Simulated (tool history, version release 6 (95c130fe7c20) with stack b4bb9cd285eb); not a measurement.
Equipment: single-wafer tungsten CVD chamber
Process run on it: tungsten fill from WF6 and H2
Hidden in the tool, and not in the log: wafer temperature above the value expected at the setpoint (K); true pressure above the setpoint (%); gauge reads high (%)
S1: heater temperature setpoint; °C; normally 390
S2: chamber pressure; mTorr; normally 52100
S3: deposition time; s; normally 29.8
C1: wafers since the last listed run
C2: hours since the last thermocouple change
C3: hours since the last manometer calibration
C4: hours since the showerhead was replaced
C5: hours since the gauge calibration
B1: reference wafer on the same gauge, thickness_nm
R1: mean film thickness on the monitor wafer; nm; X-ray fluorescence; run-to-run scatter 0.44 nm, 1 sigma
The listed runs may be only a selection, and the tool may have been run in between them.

{"run": 1, "hour": 0.0, "S1": 390, "S2": 52100, "S3": 34.5, "C1": 0, "C2": 2138, "C3": 838.5, "C4": 4305.3, "C5": 447.7, "B1": 79.459, "R1": 101.521}
{"hour": 25.6, "done": "gauge calibrated"}
{"run": 2, "hour": 29.0, "S1": 390, "S2": 52100, "S3": 34.5, "C1": 464, "C2": 2167, "C3": 867.5, "C4": 4334.3, "C5": 3.4, "B1": 79.457, "R1": 99.757}
{"run": 3, "hour": 42.9, "S1": 390, "S2": 52100, "S3": 34.5, "C1": 222, "C2": 2180.9, "C3": 881.4, "C4": 4348.2, "C5": 17.3, "B1": 79.454, "R1": 100.083}
{"run": 4, "hour": 58.6, "S1": 396, "S2": 52100, "S3": 29.8, "C1": 251, "C2": 2196.6, "C3": 897.1, "C4": 4363.9, "C5": 33, "B1": 79.501, "R1": 96.44}
{"run": 5, "hour": 77.6, "S1": 396, "S2": 52100, "S3": 29.8, "C1": 304, "C2": 2215.6, "C3": 916.1, "C4": 4382.9, "C5": 52, "B1": 79.475, "R1": 96.843}
{"run": 6, "hour": 111.4, "S1": 396, "S2": 52100, "S3": 29.8, "C1": 541, "C2": 2249.4, "C3": 949.9, "C4": 4416.7, "C5": 85.8, "B1": 79.501, "R1": 96.894}
{"run": 7, "hour": 135.7, "S1": 390, "S2": 47500, "S3": 29.8, "C1": 389, "C2": 2273.7, "C3": 974.2, "C4": 4441, "C5": 110.1, "B1": 79.469, "R1": 80.753}
{"run": 8, "hour": 149.6, "S1": 390, "S2": 47500, "S3": 29.8, "C1": 222, "C2": 2287.6, "C3": 988.1, "C4": 4454.9, "C5": 124, "B1": 79.55, "R1": 80.428}
{"run": 9, "hour": 184.7, "S1": 390, "S2": 47500, "S3": 29.8, "C1": 562, "C2": 2322.7, "C3": 1023.2, "C4": 4490, "C5": 159.1, "B1": 79.47, "R1": 79.696}
{"run": 10, "hour": 201.4, "S1": 390, "S2": 52100, "S3": 29.8, "C1": 267, "C2": 2339.4, "C3": 1039.9, "C4": 4506.7, "C5": 175.8, "B1": 79.427, "R1": 86.868}
{"hour": 231.6, "done": "capacitance manometer re-zeroed and calibrated"}
{"run": 11, "hour": 232.1, "S1": 390, "S2": 52100, "S3": 29.8, "C1": 363, "C2": 2370.1, "C3": 0.5, "C4": 4537.4, "C5": 206.5, "B1": 79.466, "R1": 86.863}
{"run": 12, "hour": 247.9, "S1": 390, "S2": 52100, "S3": 29.8, "C1": 253, "C2": 2385.9, "C3": 16.3, "C4": 4553.2, "C5": 222.3, "B1": 79.478, "R1": 86.541}
{"run": 13, "hour": 271.4, "S1": 390, "S2": 45000, "S3": 29.8, "C1": 376, "C2": 2409.4, "C3": 39.8, "C4": 4576.7, "C5": 245.8, "B1": 79.506, "R1": 77.022}
{"hour": 304.1, "done": "showerhead replaced"}
{"run": 14, "hour": 304.6, "S1": 390, "S2": 45000, "S3": 29.8, "C1": 403, "C2": 2442.6, "C3": 73, "C4": 0.5, "C5": 279, "B1": 79.509, "R1": 77.103}
{"run": 15, "hour": 317.6, "S1": 390, "S2": 56000, "S3": 25.6, "C1": 208, "C2": 2455.6, "C3": 86, "C4": 13.5, "C5": 292, "B1": 79.487, "R1": 78.136}
{"run": 16, "hour": 332.8, "S1": 404, "S2": 52100, "S3": 29.8, "C1": 243, "C2": 2470.8, "C3": 101.2, "C4": 28.7, "C5": 307.2, "B1": 79.522, "R1": 110.973}
{"run": 17, "hour": 347.8, "S1": 400, "S2": 52100, "S3": 29.8, "C1": 240, "C2": 2485.8, "C3": 116.2, "C4": 43.7, "C5": 322.2, "B1": 79.546, "R1": 103.104}
{"run": 18, "hour": 374.8, "S1": 390, "S2": 52100, "S3": 29.8, "C1": 432, "C2": 2512.8, "C3": 143.2, "C4": 70.7, "C5": 349.2, "B1": 79.519, "R1": 87.023}
{"run": 19, "hour": 405.7, "S1": 400, "S2": 62100, "S3": 27.7, "C1": 495, "C2": 2543.7, "C3": 174.1, "C4": 101.6, "C5": 380.1, "B1": 79.422, "R1": 108.089}
{"run": 20, "hour": 434.4, "S1": 390, "S2": 52100, "S3": 29.8, "C1": 459, "C2": 2572.4, "C3": 202.8, "C4": 130.3, "C5": 408.8, "B1": 79.553, "R1": 86.324}
{"hour": 451.0, "done": "thermocouple changed; heater temperature recalibrated"}
{"run": 21, "hour": 453.0, "S1": 390, "S2": 52100, "S3": 29.8, "C1": 169, "C2": 2, "C3": 221.4, "C4": 148.9, "C5": 427.4, "B1": 79.527, "R1": 94.528}
{"run": 22, "hour": 466.6, "S1": 383, "S2": 52100, "S3": 29.8, "C1": 217, "C2": 15.6, "C3": 235, "C4": 162.5, "C5": 441, "B1": 79.587, "R1": 83.031}
{"run": 23, "hour": 496.3, "S1": 404, "S2": 52100, "S3": 29.8, "C1": 475, "C2": 45.3, "C3": 264.7, "C4": 192.2, "C5": 470.7, "B1": 79.524, "R1": 118.071}
{"hour": 510.1, "done": "gauge calibrated"}
{"run": 24, "hour": 521.5, "S1": 390, "S2": 47500, "S3": 29.8, "C1": 403, "C2": 70.5, "C3": 289.9, "C4": 217.4, "C5": 11.4, "B1": 79.455, "R1": 86.275}
{"run": 25, "hour": 542.2, "S1": 390, "S2": 52100, "S3": 31.7, "C1": 331, "C2": 91.2, "C3": 310.6, "C4": 238.1, "C5": 32.1, "B1": 79.478, "R1": 99.766}
{"run": 26, "hour": 555.6, "S1": 380, "S2": 57500, "S3": 27.7, "C1": 214, "C2": 104.6, "C3": 324, "C4": 251.5, "C5": 45.5, "B1": 79.506, "R1": 78.23}
{"run": 27, "hour": 588.1, "S1": 378, "S2": 41700, "S3": 31.6, "C1": 520, "C2": 137.1, "C3": 356.5, "C4": 284, "C5": 78, "B1": 79.424, "R1": 66.007}
{"run": 28, "hour": 605.0, "S1": 390, "S2": 48600, "S3": 29.8, "C1": 270, "C2": 154, "C3": 373.4, "C4": 300.9, "C5": 94.9, "B1": 79.388, "R1": 88.134}
{"run": 29, "hour": 629.5, "S1": 376, "S2": 42400, "S3": 27.1, "C1": 392, "C2": 178.5, "C3": 397.9, "C4": 325.4, "C5": 119.4, "B1": 79.562, "R1": 55.473}
{"run": 30, "hour": 663.5, "S1": 384, "S2": 56900, "S3": 26.1, "C1": 544, "C2": 212.5, "C3": 431.9, "C4": 359.4, "C5": 153.4, "B1": 79.553, "R1": 78.176}

Here are 5 independent what-if runs from the current tool condition. What would each one return?
{"run": "A", "hour": 663.9, "S1": 375, "S2": 52100, "S3": 29.8, "C1": 6, "C2": 212.9, "C3": 432.3, "C4": 359.8, "C5": 153.8, "B1": "?", "R1": "?"}
{"run": "B", "hour": 663.9, "S1": 390, "S2": 62700, "S3": 29.8, "C1": 6, "C2": 212.9, "C3": 432.3, "C4": 359.8, "C5": 153.8, "B1": "?", "R1": "?"}
{"run": "C", "hour": 663.9, "S1": 390, "S2": 63200, "S3": 34.8, "C1": 6, "C2": 212.9, "C3": 432.3, "C4": 359.8, "C5": 153.8, "B1": "?", "R1": "?"}
{"run": "D", "hour": 663.9, "S1": 400, "S2": 57500, "S3": 29.8, "C1": 6, "C2": 212.9, "C3": 432.3, "C4": 359.8, "C5": 153.8, "B1": "?", "R1": "?"}
{"run": "E", "hour": 663.9, "S1": 401, "S2": 47900, "S3": 29.8, "C1": 6, "C2": 212.9, "C3": 432.3, "C4": 359.8, "C5": 153.8, "B1": "?", "R1": "?"}

run=A B1=79.517 R1=71.294
run=B B1=79.517 R1=105.879
run=C B1=79.517 R1=124.359
run=D B1=79.517 R1=118.016
run=E B1=79.517 R1=104.372
Take away the tool's hidden state, keep each run's random variation, and the runs would have read:
run=A R1=72.778
run=B R1=107.967
run=C R1=126.811
run=D R1=120.231
run=E R1=106.325

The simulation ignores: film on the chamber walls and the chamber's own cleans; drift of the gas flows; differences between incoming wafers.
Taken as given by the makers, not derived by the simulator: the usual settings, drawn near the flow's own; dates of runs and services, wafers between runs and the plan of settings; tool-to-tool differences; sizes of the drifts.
